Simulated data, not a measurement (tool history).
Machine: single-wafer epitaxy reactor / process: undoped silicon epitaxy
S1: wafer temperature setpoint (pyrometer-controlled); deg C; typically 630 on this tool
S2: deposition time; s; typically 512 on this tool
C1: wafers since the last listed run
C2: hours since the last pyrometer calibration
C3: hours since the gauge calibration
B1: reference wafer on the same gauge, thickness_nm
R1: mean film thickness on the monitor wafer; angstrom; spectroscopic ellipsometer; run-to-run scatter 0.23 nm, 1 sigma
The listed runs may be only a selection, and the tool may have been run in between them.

run,hour,S1,S2,C1,C2,C3,B1,R1
1,0,630,512,0,2044.7,279.2,70.424,670.14
2,6.1,630,512,18,2050.8,285.3,70.348,667.01
3,19.8,630,512,42,2064.5,299,70.311,666.71
4,47.9,630,512,87,2092.6,327.1,70.436,669.46
5,63,630,512,46,2107.7,342.2,70.403,666.87
6,72.8,630,512,30,2117.5,352,70.396,668.8
7,84.5,630,512,36,2129.2,363.7,70.385,664.59
8,93.1,630,512,26,2137.8,372.3,70.378,666.54
# hour 95.5: gauge calibrated
# hour 101.9: pyrometer calibrated
9,109.8,630,512,26,7.9,14.3,70.368,582.48
10,127,630,512,53,25.1,31.5,70.372,591.35
11,142.8,620,512,48,40.9,47.3,70.308,455.86
12,157.4,637,512,45,55.5,61.9,70.452,696.71
13,171.7,643,512,44,69.8,76.2,70.363,805.9
14,189.7,630,512,55,87.8,94.2,70.348,584.77
15,203.6,643,512,43,101.7,108.1,70.387,803.68
16,215.9,621,512,38,114,120.4,70.45,471.46
17,230.5,630,512,45,128.6,135,70.399,589.41
18,239.1,619,581,26,137.2,143.6,70.35,512.29
19,255.9,640,591,52,154,160.4,70.386,874.06
20,263.9,625,589,24,162,168.4,70.336,604.35
21,279.2,630,512,47,177.3,183.7,70.403,594.3
22,289.6,635,441,32,187.7,194.1,70.387,576.26

What differs in the tool's unlogged condition from the final listed run ahead of each entry between runs to the first listed run following it?
From run 8 to run 9: gauge calibrated (hour 95.5); pyrometer calibrated (hour 101.9)
  wafer temperature above the value expected at the setpoint (K): 5.13 -> -0.335
  what was measured, less what the result would be without the hidden state, R1: +79.23 -> -4.87 angstrom
